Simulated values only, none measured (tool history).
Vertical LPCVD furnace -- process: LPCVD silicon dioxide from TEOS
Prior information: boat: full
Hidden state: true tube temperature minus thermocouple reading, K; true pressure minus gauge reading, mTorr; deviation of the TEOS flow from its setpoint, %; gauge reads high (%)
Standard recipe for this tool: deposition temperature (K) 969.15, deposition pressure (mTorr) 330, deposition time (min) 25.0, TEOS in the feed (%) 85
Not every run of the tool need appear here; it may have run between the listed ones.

run,hour,deposition temperature (K),deposition pressure (mTorr),deposition time (min),TEOS in the feed (%),wafers since the last listed run,hours since the last temperature calibration,hours since the pressure gauge was zeroed,hours since the TEOS flow controller was replaced,hours since the gauge calibration,"read-back reference wafer on the same gauge, thickness",film thickness on the monitor wafer in the middle of the boat (angstrom)
1,0.0,969.15,330,25.0,85,0,1699.4,2985.8,2987.0,829.9,198.16,1904.2
2,63.2,969.15,330,25.0,85,758,1762.6,3049.0,3050.2,893.1,198.23,1906.9
3,153.3,969.15,330,25.0,85,1081,1852.7,3139.1,3140.3,983.2,198.06,1914.9
4,240.6,969.15,330,25.0,85,1048,1940.0,3226.4,3227.6,1070.5,198.04,1907.9
5,278.8,969.15,330,25.0,85,458,1978.2,3264.6,3265.8,1108.7,198.04,1922.5
6,377.4,969.15,330,25.0,85,1183,2076.8,3363.2,3364.4,1207.3,197.96,1924.3
7,456.8,969.15,330,25.0,85,953,2156.2,3442.6,3443.8,1286.7,198.18,1908.1
8,538.6,969.15,330,25.0,85,982,2238.0,3524.4,3525.6,1368.5,198.09,1921.1
9,596.5,969.15,330,25.0,85,695,2295.9,3582.3,3583.5,1426.4,197.91,1917.3
10,666.4,969.15,330,25.0,85,839,2365.8,3652.2,3653.4,1496.3,197.89,1905.8
11,718.9,969.15,330,25.0,85,630,2418.3,3704.7,3705.9,1548.8,198.01,1926.0
12,769.9,969.15,330,25.0,85,612,2469.3,3755.7,3756.9,1599.8,197.91,1916.3
13,811.1,969.15,330,25.0,85,494,2510.5,3796.9,3798.1,1641.0,198.01,1909.4
# hour 836.3: pressure gauge zeroed
14,863.1,969.15,330,25.0,85,336,2562.5,26.8,3850.1,1693.0,197.87,1928.0
15,933.6,962.15,330,25.0,85,846,2633.0,97.3,3920.6,1763.5,197.95,1635.3
16,985.9,965.15,330,25.0,69,627,2685.3,149.6,3972.9,1815.8,198.06,1582.9
17,1085.2,969.15,410,19.5,85,1192,2784.6,248.9,4072.2,1915.1,197.82,1670.2
# hour 1119.7: TEOS flow controller replaced
18,1170.8,976.15,330,16.5,69,739,2870.2,334.5,51.1,2000.7,197.93,1351.7
19,1266.5,969.15,330,25.0,85,1148,2965.9,430.2,146.8,2096.4,197.88,1925.8

What will run 20 give?
# hour 1302.3: gauge calibrated
20,1317.4,969.15,330,25.0,85,611,3016.8,481.1,197.7,15.1,?,?

Run 20 yielded read-back reference wafer on the same gauge, thickness 197.98, film thickness on the monitor wafer in the middle of the boat (angstrom) 1934.0.
Take away the tool's hidden state, keep the run-to-run variation as it was, and the same run would have given film thickness on the monitor wafer in the middle of the boat (angstrom) 1904.3.

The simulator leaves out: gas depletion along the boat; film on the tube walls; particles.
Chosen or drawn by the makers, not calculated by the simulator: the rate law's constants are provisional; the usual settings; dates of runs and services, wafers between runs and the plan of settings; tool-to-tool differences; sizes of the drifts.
